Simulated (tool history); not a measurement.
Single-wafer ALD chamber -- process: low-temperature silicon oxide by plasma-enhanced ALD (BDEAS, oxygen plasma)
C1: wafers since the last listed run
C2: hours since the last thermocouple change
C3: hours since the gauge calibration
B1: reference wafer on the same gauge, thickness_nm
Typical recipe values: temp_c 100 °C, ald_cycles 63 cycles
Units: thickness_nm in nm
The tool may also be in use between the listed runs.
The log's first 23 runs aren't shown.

run 24 hour=559.1 | temp_c=113 ald_cycles=58 | C1=60 C2=138.6 C3=288.4 | B1=8.938 | thickness_nm=7.662
run 25 hour=578.4 | temp_c=100 ald_cycles=63 | C1=66 C2=157.9 C3=307.7 | B1=8.939 | thickness_nm=8.542
run 26 hour=591.1 | temp_c=109 ald_cycles=63 | C1=43 C2=170.6 C3=320.4 | B1=8.945 | thickness_nm=8.36
run 27 hour=613 | temp_c=96 ald_cycles=54 | C1=75 C2=192.5 C3=342.3 | B1=8.943 | thickness_nm=7.464
run 28 hour=635.2 | temp_c=111 ald_cycles=63 | C1=76 C2=214.7 C3=364.5 | B1=8.947 | thickness_nm=8.325
run 29 hour=650.6 | temp_c=110 ald_cycles=53 | C1=53 C2=230.1 C3=379.9 | B1=8.936 | thickness_nm=7.06
run 30 hour=664.6 | temp_c=93 ald_cycles=63 | C1=48 C2=244.1 C3=393.9 | B1=8.944 | thickness_nm=8.786
run 31 hour=691.4 | temp_c=95 ald_cycles=74 | C1=92 C2=270.9 C3=420.7 | B1=8.941 | thickness_nm=10.247
run 32 hour=706.6 | temp_c=110 ald_cycles=67 | C1=52 C2=286.1 C3=435.9 | B1=8.946 | thickness_nm=8.935
run 33 hour=720.9 | temp_c=110 ald_cycles=53 | C1=49 C2=300.4 C3=450.2 | B1=8.943 | thickness_nm=7.071
run 34 hour=751.5 | temp_c=107 ald_cycles=63 | C1=105 C2=331 C3=480.8 | B1=8.945 | thickness_nm=8.443
run 35 hour=767.6 | temp_c=105 ald_cycles=55 | C1=55 C2=347.1 C3=496.9 | B1=8.941 | thickness_nm=7.412
run 36 hour=786 | temp_c=109 ald_cycles=72 | C1=63 C2=365.5 C3=515.3 | B1=8.945 | thickness_nm=9.593
-- hour=820.5 gauge calibrated
run 37 hour=821.2 | temp_c=110 ald_cycles=63 | C1=121 C2=400.7 C3=0.7 | B1=8.936 | thickness_nm=8.44
run 38 hour=842.4 | temp_c=90 ald_cycles=63 | C1=73 C2=421.9 C3=21.9 | B1=8.948 | thickness_nm=8.964
run 39 hour=863.3 | temp_c=100 ald_cycles=63 | C1=72 C2=442.8 C3=42.8 | B1=8.94 | thickness_nm=8.611
run 40 hour=888.5 | temp_c=100 ald_cycles=72 | C1=87 C2=468 C3=68 | B1=8.935 | thickness_nm=9.9

Predict each of these 3 candidate next runs independently; none follows another, all start after run 40:
run A hour=889 | temp_c=100 ald_cycles=63 | C1=1 C2=468.5 C3=68.5 | B1=? | thickness_nm=?
run B hour=889 | temp_c=90 ald_cycles=72 | C1=1 C2=468.5 C3=68.5 | B1=? | thickness_nm=?
run C hour=889 | temp_c=112 ald_cycles=63 | C1=1 C2=468.5 C3=68.5 | B1=? | thickness_nm=?

run=A B1=8.941 thickness_nm=8.586
run=B B1=8.941 thickness_nm=10.213
run=C B1=8.941 thickness_nm=8.336
Without the tool's unlogged condition, the same runs would have read:
run=A thickness_nm=8.506
run=B thickness_nm=10.122
run=C thickness_nm=8.296
